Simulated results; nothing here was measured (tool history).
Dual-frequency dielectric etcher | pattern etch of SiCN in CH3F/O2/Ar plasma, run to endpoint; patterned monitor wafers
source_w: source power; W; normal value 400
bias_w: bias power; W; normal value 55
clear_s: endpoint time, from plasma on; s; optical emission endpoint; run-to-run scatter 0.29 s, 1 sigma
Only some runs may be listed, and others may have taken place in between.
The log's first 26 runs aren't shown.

run    hour  source_w  bias_w  wafers since the last listed run  hours since the last wet clean  hours since the last source power generator calibration  hours since the last bias power generator calibration  hours since the last upper electrode change  incoming incoming film thickness, nm  clear_s
 27  2201.0       340      48                              1329                           740.6                                                   1550.3                                                  773.3                                       1573.5                                 11.45     35.4
     2237.4  -- wet clean of the chamber
 28  2302.2       450      59                              1168                            64.8                                                   1651.5                                                  874.5                                       1674.7                                 11.38     32.5
 29  2361.4       400      55                               896                           124.0                                                   1710.7                                                  933.7                                       1733.9                                 11.35     34.4
 30  2467.3       400      59                              1603                           229.9                                                   1816.6                                                 1039.6                                       1839.8                                 11.41     33.6
 31  2548.8       400      55                              1234                           311.4                                                   1898.1                                                 1121.1                                       1921.3                                 11.37     33.7
 32  2587.9       330      50                               592                           350.5                                                   1937.2                                                 1160.2                                       1960.4                                 11.27     35.6
 33  2663.3       450      45                              1141                           425.9                                                   2012.6                                                 1235.6                                       2035.8                                 11.42     34.2
 34  2747.0       330      55                              1267                           509.6                                                   2096.3                                                 1319.3                                       2119.5                                 11.34     35.0
 35  2804.1       460      55                               864                           566.7                                                   2153.4                                                 1376.4                                       2176.6                                 11.44     33.5

Here are 4 independent what-if runs from the current tool condition. What would each one return?
  A  2804.5       400      55                                 6                           567.1                                                   2153.8                                                 1376.8                                       2177.0                                 11.45        ?
  B  2804.5       330      67                                 6                           567.1                                                   2153.8                                                 1376.8                                       2177.0                                 11.45        ?
  C  2804.5       500      47                                 6                           567.1                                                   2153.8                                                 1376.8                                       2177.0                                 11.45        ?
  D  2804.5       400      68                                 6                           567.1                                                   2153.8                                                 1376.8                                       2177.0                                 11.45        ?

run  clear_s
  A     34.1
  B     34.0
  C     33.5
  D     32.7
Had the tool no hidden state, the same runs would have come out as:
run  clear_s
  A     34.1
  B     34.0
  C     33.5
  D     32.7
